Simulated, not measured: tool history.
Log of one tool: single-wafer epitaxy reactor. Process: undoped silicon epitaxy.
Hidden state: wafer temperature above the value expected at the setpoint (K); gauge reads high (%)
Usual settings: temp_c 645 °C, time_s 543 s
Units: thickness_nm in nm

run     day  temp_c  time_s  wafers since the last listed run  hours since the last pyrometer calibration  hours since the gauge calibration  read-back reference wafer on the same gauge, thickness_nm  thickness_nm
  1       0     645     628                                 0                                       548.1                              174.5                                                     75.044        92.476
  2   4.225     645     628                               361                                       649.5                              275.9                                                     75.053        92.603
  3  15.312     645     628                               948                                       915.6                                542                                                     75.088        93.029
  4  17.792     645     543                               212                                       975.1                              601.5                                                     75.085        80.596
  5  21.758     645     543                               339                                      1070.3                              696.7                                                     75.068        80.672
       25.2  -- pyrometer calibrated
  6  26.192     645     543                               350                                        23.8                              803.1                                                     75.054        80.004
  7  29.429     645     543                               277                                       101.5                              880.8                                                     75.061        80.085
  8  33.412     649     575                               340                                       197.1                              976.4                                                     75.121        94.046
  9  37.771     645     607                               372                                       301.7                               1081                                                     75.121        89.598
 10  40.554     634     463                               238                                       368.5                             1147.8                                                     75.141         51.71
     40.954  -- gauge calibrated
 11  42.083     645     543                               130                                       405.2                               27.1                                                     75.169         79.97
 12  46.092     645     617                               343                                       501.4                              123.3                                                     75.041        91.004
 13  47.742     652     453                               141                                         541                              162.9                                                      75.18        79.765
 14  51.438     645     543                               316                                       629.7                              251.6                                                     75.115        80.467
 15  53.379     637     491                               166                                       676.3                              298.2                                                     75.186         59.15

3 ways to go on from here, each from the tool as it stands after run 15. What would each give?
  A  53.404     645     543                                 2                                       676.9                              298.8                                                          ?             ?
  B  53.404     653     543                                 2                                       676.9                              298.8                                                          ?             ?
  C  53.404     652     584                                 2                                       676.9                              298.8                                                          ?             ?

run  read-back reference wafer on the same gauge, thickness_nm  thickness_nm
  A                                                     75.155        80.076
  B                                                     75.155         97.69
  C                                                     75.155       102.509
Without the tool's hidden state the same runs would have given:
run  thickness_nm
  A        79.756
  B        97.308
  C       102.107
